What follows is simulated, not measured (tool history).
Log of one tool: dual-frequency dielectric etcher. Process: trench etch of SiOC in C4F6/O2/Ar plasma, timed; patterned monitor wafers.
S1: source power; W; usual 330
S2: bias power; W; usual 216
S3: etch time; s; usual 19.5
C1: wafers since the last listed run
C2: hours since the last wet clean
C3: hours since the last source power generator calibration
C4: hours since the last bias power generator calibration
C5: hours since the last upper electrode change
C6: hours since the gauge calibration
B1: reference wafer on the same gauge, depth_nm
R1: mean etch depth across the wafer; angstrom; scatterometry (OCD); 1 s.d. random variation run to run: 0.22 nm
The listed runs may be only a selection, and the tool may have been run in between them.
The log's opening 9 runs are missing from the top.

| run | hour | S1 | S2 | S3 | C1 | C2 | C3 | C4 | C5 | C6 | B1 | R1 |
|---|---|---|---|---|---|---|---|---|---|---|---|---|
| 10 | 664.2 | 360 | 216 | 16.5 | 737 | 437.0 | 2647.4 | 2338.3 | 1294.7 | 2040.5 | 35.69 | 341.5 |
|  | 727.3 | wet clean of the chamber |
| 11 | 728.5 | 360 | 216 | 16.5 | 410 | 1.2 | 2711.7 | 2402.6 | 1359.0 | 2104.8 | 35.69 | 349.9 |
| 12 | 807.2 | 280 | 216 | 19.5 | 801 | 79.9 | 2790.4 | 2481.3 | 1437.7 | 2183.5 | 35.75 | 381.5 |
| 13 | 880.2 | 280 | 216 | 19.5 | 743 | 152.9 | 2863.4 | 2554.3 | 1510.7 | 2256.5 | 35.69 | 378.8 |
|  | 916.0 | bias power generator calibrated |
| 14 | 963.4 | 360 | 186 | 17.0 | 806 | 236.1 | 2946.6 | 47.4 | 1593.9 | 2339.7 | 35.71 | 336.1 |
| 15 | 1067.7 | 330 | 198 | 19.5 | 1062 | 340.4 | 3050.9 | 151.7 | 1698.2 | 2444.0 | 35.66 | 383.8 |
| 16 | 1173.5 | 400 | 241 | 23.5 | 1077 | 446.2 | 3156.7 | 257.5 | 1804.0 | 2549.8 | 35.71 | 519.7 |
|  | 1217.2 | wet clean of the chamber |
| 17 | 1217.7 | 330 | 216 | 19.5 | 205 | 0.5 | 3200.9 | 301.7 | 1848.2 | 2594.0 | 35.69 | 405.0 |
|  | 1390.5 | upper electrode replaced |
|  | 1441.8 | gauge calibrated |
|  | 1515.6 | source power generator calibrated |
| 18 | 1520.5 | 330 | 216 | 19.5 | 2799 | 303.3 | 4.9 | 604.5 | 130.0 | 78.7 | 35.73 | 396.1 |
| 19 | 1595.4 | 330 | 238 | 19.5 | 762 | 378.2 | 79.8 | 679.4 | 204.9 | 153.6 | 35.67 | 409.3 |
| 20 | 1667.9 | 330 | 242 | 19.5 | 738 | 450.7 | 152.3 | 751.9 | 277.4 | 226.1 | 35.73 | 412.8 |
| 21 | 1755.9 | 330 | 252 | 19.5 | 896 | 538.7 | 240.3 | 839.9 | 365.4 | 314.1 | 35.75 | 415.3 |
|  | 1845.1 | wet clean of the chamber |
| 22 | 1853.7 | 290 | 216 | 19.5 | 751 | 8.6 | 338.1 | 937.7 | 463.2 | 411.9 | 35.64 | 388.3 |
| 23 | 2026.9 | 260 | 179 | 22.5 | 1764 | 181.8 | 511.3 | 1110.9 | 636.4 | 585.1 | 35.67 | 398.1 |
| 24 | 2089.0 | 400 | 216 | 19.5 | 632 | 243.9 | 573.4 | 1173.0 | 698.5 | 647.2 | 35.76 | 425.7 |
| 25 | 2189.6 | 360 | 216 | 23.5 | 1024 | 344.5 | 674.0 | 1273.6 | 799.1 | 747.8 | 35.73 | 491.3 |
| 26 | 2287.3 | 370 | 216 | 17.5 | 995 | 442.2 | 771.7 | 1371.3 | 896.8 | 845.5 | 35.68 | 366.6 |
| 27 | 2363.3 | 330 | 216 | 19.5 | 774 | 518.2 | 847.7 | 1447.3 | 972.8 | 921.5 | 35.70 | 390.3 |
| 28 | 2405.0 | 330 | 173 | 19.5 | 424 | 559.9 | 889.4 | 1489.0 | 1014.5 | 963.2 | 35.69 | 359.5 |
|  | 2476.2 | wet clean of the chamber |
| 29 | 2492.8 | 330 | 174 | 17.0 | 649 | 16.6 | 977.2 | 1576.8 | 1102.3 | 1051.0 | 35.73 | 320.5 |
| 30 | 2560.4 | 330 | 216 | 14.0 | 688 | 84.2 | 1044.8 | 1644.4 | 1169.9 | 1118.6 | 35.66 | 290.7 |

Predict each of these 3 candidate next runs independently; none follows another, all start after run 30:
| A | 2560.8 | 330 | 216 | 19.5 | 4 | 84.6 | 1045.2 | 1644.8 | 1170.3 | 1119.0 | ? | ? |
| B | 2560.8 | 360 | 199 | 15.5 | 4 | 84.6 | 1045.2 | 1644.8 | 1170.3 | 1119.0 | ? | ? |
| C | 2560.8 | 360 | 173 | 19.5 | 4 | 84.6 | 1045.2 | 1644.8 | 1170.3 | 1119.0 | ? | ? |

| run | B1 | R1 |
|---|---|---|
| A | 35.70 | 402.0 |
| B | 35.70 | 317.8 |
| C | 35.70 | 378.0 |
With no hidden state in the tool, these same runs would have given:
| run | R1 |
|---|---|
| A | 404.4 |
| B | 319.6 |
| C | 380.2 |
